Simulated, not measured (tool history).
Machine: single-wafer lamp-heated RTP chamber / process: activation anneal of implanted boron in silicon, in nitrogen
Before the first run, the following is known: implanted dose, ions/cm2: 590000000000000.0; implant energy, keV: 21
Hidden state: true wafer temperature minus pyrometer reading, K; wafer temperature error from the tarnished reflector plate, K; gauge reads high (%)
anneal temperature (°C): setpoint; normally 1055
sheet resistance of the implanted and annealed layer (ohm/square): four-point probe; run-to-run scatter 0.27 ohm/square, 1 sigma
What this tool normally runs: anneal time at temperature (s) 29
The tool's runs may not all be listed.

run   hour  anneal temperature (°C)  anneal time at temperature (s)  wafers since the last listed run  wafers since the last pyrometer calibration  wafers since the reflector plate was cleaned  hours since the gauge calibration  read-back reference wafer on the same gauge, sheet resistance  sheet resistance of the implanted and annealed layer (ohm/square)
  1    0.0                     1045                              29                                 0                                         5010                                          5683                               77.0                                                         172.05                                                             178.71
  2   10.5                     1045                              29                               168                                         5178                                          5852                               87.5                                                         172.02                                                             178.78
  3   18.2                     1055                              29                               123                                         5302                                          5975                               95.2                                                         171.97                                                             178.51
  4   31.6                     1055                              29                               215                                         5517                                          6190                              108.6                                                         172.02                                                             178.18
  5   50.9                     1055                              29                               310                                         5827                                          6500                              127.9                                                         171.93                                                             178.48
  6  104.3                     1055                              29                               857                                         6685                                          7358                              181.3                                                         171.95                                                             177.62
  7  117.8                     1055                              29                               216                                         6902                                          7575                              194.8                                                         171.97                                                             178.20
  8  130.4                     1055                              29                               202                                         7104                                          7777                              207.4                                                         172.03                                                             178.38
  9  161.6                     1055                              29                               501                                         7605                                          8279                              238.6                                                         172.01                                                             178.38
     175.5  -- reflector plate cleaned
 10  176.0                     1030                              23                               102                                         7708                                             7                              253.0                                                         172.03                                                             180.66
     181.2  -- gauge calibrated
 11  182.0                     1055                              29                                96                                         7804                                           103                                0.8                                                         172.00                                                             178.35
 12  195.5                     1055                              29                               216                                         8021                                           320                               14.3                                                         172.02                                                             177.81
     235.3  -- pyrometer window cleaned and pyrometer calibrated
 13  244.3                     1078                              37                               655                                          144                                           976                               63.1                                                         171.95                                                             175.97
 14  255.4                     1026                              41                               178                                          322                                          1154                               74.2                                                         172.02                                                             179.46
 15  270.4                     1035                              44                               240                                          563                                          1395                               89.2                                                         172.05                                                             178.47
 16  277.6                     1078                              39                               115                                          679                                          1510                               96.4                                                         172.01                                                             176.24
 17  293.4                     1028                              39                               253                                          932                                          1764                              112.2                                                         171.94                                                             179.83
 18  303.1                     1063                              39                               155                                         1088                                          1920                              121.9                                                         171.93                                                             176.48

Consider 3 possible next runs. They are alternatives, not a sequence: every one starts from the tool as it was left by run 18. What does each give?
  A  303.5                     1055                              29                                 6                                         1095                                          1926                              122.3                                                              ?                                                                  ?
  B  303.5                     1041                              37                                 6                                         1095                                          1926                              122.3                                                              ?                                                                  ?
  C  303.5                     1068                              43                                 6                                         1095                                          1926                              122.3                                                              ?                                                                  ?

run  read-back reference wafer on the same gauge, sheet resistance  sheet resistance of the implanted and annealed layer (ohm/square)
  A                                                         172.02                                                             178.27
  B                                                         172.02                                                             178.63
  C                                                         172.02                                                             176.20
Had the tool no hidden state, the same runs would have come out as:
run  sheet resistance of the implanted and annealed layer (ohm/square)
  A                                                             178.27
  B                                                             178.63
  C                                                             176.20
